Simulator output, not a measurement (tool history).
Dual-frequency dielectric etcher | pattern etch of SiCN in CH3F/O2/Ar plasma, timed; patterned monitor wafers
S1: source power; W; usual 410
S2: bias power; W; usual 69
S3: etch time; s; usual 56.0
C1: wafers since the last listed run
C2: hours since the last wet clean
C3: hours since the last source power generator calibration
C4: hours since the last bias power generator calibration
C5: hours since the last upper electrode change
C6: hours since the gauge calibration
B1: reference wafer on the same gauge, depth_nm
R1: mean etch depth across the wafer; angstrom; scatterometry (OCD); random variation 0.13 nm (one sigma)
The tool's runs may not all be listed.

run	hour	S1	S2	S3	C1	C2	C3	C4	C5	C6	B1	R1
1	0.0	410	69	56.0	0	218.8	3114.9	2307.0	3059.1	276.8	24.89	217.1
2	25.1	410	69	65.0	350	243.9	3140.0	2332.1	3084.2	301.9	24.91	251.4
3	54.5	340	69	56.0	411	273.3	3169.4	2361.5	3113.6	331.3	24.91	209.7
4	77.8	340	69	56.0	325	296.6	3192.7	2384.8	3136.9	354.6	24.88	209.3
5	90.3	340	69	56.0	174	309.1	3205.2	2397.3	3149.4	367.1	24.92	209.7
6	107.5	380	69	56.0	240	326.3	3222.4	2414.5	3166.6	384.3	24.91	214.7
7	123.8	380	69	56.0	227	342.6	3238.7	2430.8	3182.9	400.6	24.89	215.1
8	209.6	380	69	56.0	1199	428.4	3324.5	2516.6	3268.7	486.4	24.89	217.3
# hour 245.4: wet clean of the chamber
9	245.9	410	61	56.0	171	0.5	3360.8	2552.9	3305.0	522.7	24.90	202.3
10	251.3	410	69	56.0	75	5.9	3366.2	2558.3	3310.4	528.1	24.90	209.3
# hour 271.3: source power generator calibrated
# hour 276.2: gauge calibrated
11	277.2	410	69	56.0	306	31.8	5.9	2584.2	3336.3	1.0	24.89	209.1
12	292.1	500	59	44.0	208	46.7	20.8	2599.1	3351.2	15.9	24.87	166.4
13	307.8	460	69	56.0	219	62.4	36.5	2614.8	3366.9	31.6	24.91	216.7
# hour 340.0: bias power generator calibrated
# hour 352.6: upper electrode replaced
14	353.1	410	78	56.0	400	107.7	81.8	13.1	0.5	76.9	24.91	218.9
15	353.6	410	69	56.0	6	108.2	82.3	13.6	1.0	77.4	24.90	211.2
16	377.7	320	52	40.0	336	132.3	106.4	37.7	25.1	101.5	24.90	133.3
17	402.4	310	69	62.5	345	157.0	131.1	62.4	49.8	126.2	24.88	220.5
18	437.9	480	52	45.5	496	192.5	166.6	97.9	85.3	161.7	24.89	168.7
19	464.3	410	69	56.0	369	218.9	193.0	124.3	111.7	188.1	24.90	213.9
20	479.1	480	57	42.0	206	233.7	207.8	139.1	126.5	202.9	24.93	161.3
21	563.0	480	57	42.0	1173	317.6	291.7	223.0	210.4	286.8	24.89	159.4
22	576.2	410	53	62.5	184	330.8	304.9	236.2	223.6	300.0	24.90	225.5

Forecast each of these 5 alternatives for the next run:
A	576.6	470	69	56.0	5	331.2	305.3	236.6	224.0	300.4	?	?
B	576.6	320	81	56.0	5	331.2	305.3	236.6	224.0	300.4	?	?
C	576.6	410	59	56.0	5	331.2	305.3	236.6	224.0	300.4	?	?
D	576.6	370	74	56.0	5	331.2	305.3	236.6	224.0	300.4	?	?
E	576.6	410	69	44.5	5	331.2	305.3	236.6	224.0	300.4	?	?

run	B1	R1
A	24.91	225.7
B	24.91	215.5
C	24.91	208.9
D	24.91	217.0
E	24.91	173.3
Without the tool's hidden state the same runs would have given:
run	R1
A	217.1
B	207.3
C	200.9
D	208.7
E	166.7
